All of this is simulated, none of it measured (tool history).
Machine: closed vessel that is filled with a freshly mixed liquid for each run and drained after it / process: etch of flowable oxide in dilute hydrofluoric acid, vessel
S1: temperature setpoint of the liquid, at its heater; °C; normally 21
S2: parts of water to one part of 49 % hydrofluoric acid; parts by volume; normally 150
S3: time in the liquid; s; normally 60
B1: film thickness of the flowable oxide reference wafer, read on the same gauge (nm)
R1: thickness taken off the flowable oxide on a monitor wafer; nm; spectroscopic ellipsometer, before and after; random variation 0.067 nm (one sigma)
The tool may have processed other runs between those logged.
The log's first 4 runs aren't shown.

run,hour,S1,S2,S3,B1,R1
5,45.6,21,150,60,40.01,13.58
# hour 51: gauge calibrated
6,56.1,21,150,60,39.99,13.63
7,63.6,21,150,60,39.99,13.56
8,78.9,21,150,60,40.01,13.43
9,96,24,150,60,40,15.29
10,113.3,24,150,60,40.02,15.28
# hour 124.1: hydrofluoric acid flow meter replaced
11,131.2,24,150,60,39.96,13.66
12,148.4,21,150,60,39.96,12.12
13,156.3,21,150,60,40.01,12.16
14,169.1,23.5,150,45,40,10.03
15,186.2,19,75,45,40.03,18.23
16,192.8,17.5,150,80,40,14.09
17,210.2,21,150,60,39.98,12.26
18,216.7,21,150,60,40.02,12.19
19,226.3,24.5,85,85,39.97,37.65
20,233.3,21,150,35,40.03,7.12
21,244.2,21,150,60,39.97,12.33

Run 22 comes next. What will it give?
22,261.1,24,115,45,?,?

{"run 22": {"B1": 40.03, "R1": 13.94}}
If the tool had no hidden condition, the same run with the same run-to-run variation would have returned R1 13.61 nm.
